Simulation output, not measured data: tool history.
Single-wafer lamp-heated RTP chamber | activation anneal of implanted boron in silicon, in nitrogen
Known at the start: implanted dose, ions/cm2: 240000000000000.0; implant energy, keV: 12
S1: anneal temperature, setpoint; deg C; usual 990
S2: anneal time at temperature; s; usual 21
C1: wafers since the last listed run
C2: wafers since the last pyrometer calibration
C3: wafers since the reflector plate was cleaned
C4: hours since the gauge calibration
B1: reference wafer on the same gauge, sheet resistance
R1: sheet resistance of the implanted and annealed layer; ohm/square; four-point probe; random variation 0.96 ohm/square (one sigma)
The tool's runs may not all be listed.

Run 1, hour 0.0: usual settings but S2 17 s; C1 0; C2 7966; C3 1685; C4 416.6; B1 487.88. Result: R1 439.86 ohm/square.
Run 2, hour 79.5: usual settings but S2 17 s; C1 1716; C2 9683; C3 3402; C4 496.1; B1 487.91. Result: R1 440.79 ohm/square.
At hour 99.5: pyrometer window cleaned and pyrometer calibrated.
Run 3, hour 162.8: usual settings but S2 27 s; C1 1626; C2 1366; C3 5028; C4 579.4; B1 488.04. Result: R1 436.81 ohm/square.
Run 4, hour 232.3: usual settings but S2 27 s; C1 1500; C2 2867; C3 6529; C4 648.9; B1 488.22. Result: R1 437.26 ohm/square.
Run 5, hour 329.0: usual settings but S2 27 s; C1 2088; C2 4955; C3 8617; C4 745.6; B1 488.19. Result: R1 435.31 ohm/square.
Run 6, hour 401.2: usual settings but S1 1011 deg C; C1 1559; C2 6514; C3 10176; C4 817.8; B1 487.78. Result: R1 430.85 ohm/square.
At hour 437.3: reflector plate cleaned.
Run 7, hour 468.5: usual settings but S1 1011 deg C; C1 1280; C2 7795; C3 672; C4 885.1; B1 488.04. Result: R1 432.67 ohm/square.
Run 8, hour 514.0: usual settings but S1 1011 deg C; C1 982; C2 8777; C3 1655; C4 930.6; B1 488.09. Result: R1 431.16 ohm/square.
Run 9, hour 572.1: usual settings but S1 974 deg C; C1 1254; C2 10032; C3 2910; C4 988.7; B1 488.02. Result: R1 449.85 ohm/square.
At hour 670.1: pyrometer window cleaned and pyrometer calibrated.
Run 10, hour 678.0: usual settings but S1 974 deg C; C1 2114; C2 171; C3 5024; C4 1094.6; B1 487.84. Result: R1 449.16 ohm/square.
Run 11, hour 757.9: usual settings but S1 974 deg C; C1 1725; C2 1896; C3 6749; C4 1174.5; B1 487.81. Result: R1 448.29 ohm/square.
Run 12, hour 826.6: usual settings but S1 1010 deg C; C1 1483; C2 3380; C3 8233; C4 1243.2; B1 487.91. Result: R1 431.93 ohm/square.
Run 13, hour 893.5: usual settings but S1 1010 deg C; C1 1444; C2 4825; C3 9677; C4 1310.1; B1 488.13. Result: R1 432.04 ohm/square.
At hour 969.3: reflector plate cleaned.
Run 14, hour 1057.9: usual settings; C1 3377; C2 8202; C3 1912; C4 1474.5; B1 487.86. Result: R1 437.06 ohm/square.
Run 15, hour 1165.5: usual settings but S1 978 deg C; C1 2323; C2 10526; C3 4236; C4 1582.1; B1 488.13. Result: R1 445.08 ohm/square.
Run 16, hour 1234.2: usual settings; C1 1483; C2 12009; C3 5719; C4 1650.8; B1 487.96. Result: R1 438.10 ohm/square.
At hour 1271.0: pyrometer window cleaned and pyrometer calibrated.
Run 17, hour 1326.4: usual settings but S1 1007 deg C; C1 1818; C2 1195; C3 7537; C4 1743.0; B1 488.10. Result: R1 431.75 ohm/square.
Run 18, hour 1423.7: usual settings; C1 2101; C2 3296; C3 9639; C4 1840.3; B1 488.01. Result: R1 435.64 ohm/square.
At hour 1461.2: reflector plate cleaned.
Run 19, hour 1463.8: usual settings but S1 1019 deg C, S2 13 s; C1 693; C2 3989; C3 56; C4 1880.4; B1 487.86. Result: R1 431.13 ohm/square.
Run 20, hour 1541.4: usual settings but S1 1013 deg C, S2 14 s; C1 1675; C2 5665; C3 1732; C4 1958.0; B1 487.86. Result: R1 432.40 ohm/square.
At hour 1595.1: gauge calibrated.
Run 21, hour 1597.0: usual settings but S1 1005 deg C, S2 10 s; C1 1200; C2 6866; C3 2932; C4 1.9; B1 487.85. Result: R1 435.66 ohm/square.
Run 22, hour 1671.8: usual settings but S1 1007 deg C, S2 28 s; C1 1615; C2 8481; C3 4548; C4 76.7; B1 487.99. Result: R1 430.81 ohm/square.
Run 23, hour 1748.8: usual settings; C1 1662; C2 10144; C3 6210; C4 153.7; B1 488.02. Result: R1 439.18 ohm/square.
Run 24, hour 1803.3: usual settings but S1 1002 deg C, S2 28 s; C1 1176; C2 11321; C3 7387; C4 208.2; B1 487.88. Result: R1 431.65 ohm/square.
At hour 1888.9: pyrometer window cleaned and pyrometer calibrated.
Run 25, hour 1995.1: usual settings but S1 1006 deg C, S2 29 s; C1 3969; C2 2292; C3 11356; C4 400.0; B1 488.17. Result: R1 429.33 ohm/square.
At hour 2023.2: reflector plate cleaned.
Run 26, hour 2050.9: usual settings but S1 974 deg C; C1 1032; C2 3325; C3 597; C4 455.8; B1 488.12. Result: R1 453.11 ohm/square.
Run 27, hour 2087.1: usual settings but S1 974 deg C, S2 14 s; C1 781; C2 4106; C3 1378; C4 492.0; B1 488.01. Result: R1 453.98 ohm/square.
Run 28, hour 2172.8: usual settings; C1 1850; C2 5957; C3 3229; C4 577.7; B1 488.22. Result: R1 438.39 ohm/square.
At hour 2435.4: pyrometer window cleaned and pyrometer calibrated.
Run 29, hour 2494.9: usual settings but S1 1006 deg C, S2 31 s; C1 6782; C2 1285; C3 10012; C4 899.8; B1 487.98. Result: R1 430.75 ohm/square.
Run 30, hour 2553.6: usual settings but S1 982 deg C, S2 10 s; C1 1267; C2 2553; C3 11279; C4 958.5; B1 488.06. Result: R1 445.47 ohm/square.
At hour 2618.2: reflector plate cleaned.
Run 31, hour 2618.7: usual settings but S1 1008 deg C, S2 25 s; C1 1233; C2 3786; C3 10; C4 1023.6; B1 487.97. Result: R1 433.66 ohm/square.
Run 32, hour 2656.4: usual settings but S1 967 deg C, S2 12 s; C1 814; C2 4600; C3 824; C4 1061.3; B1 487.93. Result: R1 470.09 ohm/square.
Run 33, hour 2763.2: usual settings but S1 1009 deg C, S2 11 s; C1 2306; C2 6906; C3 3130; C4 1168.1; B1 488.00. Result: R1 434.98 ohm/square.

The same runs without the tool's hidden state, with the same run-to-run variation:
The hidden state here: true wafer temperature minus pyrometer reading, K; wafer temperature error from the tarnished reflector plate, K; gauge reads high (%).
run      R1
  1  440.00
  2  441.20
  3  437.53
  4  438.41
  5  437.18
  6  431.85
  7  432.77
  8  431.29
  9  450.99
 10  451.43
 11  451.75
 12  432.73
 13  433.07
 14  437.82
 15  447.16
 16  439.63
 17  432.70
 18  438.65
 19  431.27
 20  432.61
 21  436.13
 22  431.24
 23  440.72
 24  432.64
 25  430.88
 26  453.15
 27  454.14
 28  438.69
 29  431.86
 30  451.66
 31  433.69
 32  470.49
 33  435.17

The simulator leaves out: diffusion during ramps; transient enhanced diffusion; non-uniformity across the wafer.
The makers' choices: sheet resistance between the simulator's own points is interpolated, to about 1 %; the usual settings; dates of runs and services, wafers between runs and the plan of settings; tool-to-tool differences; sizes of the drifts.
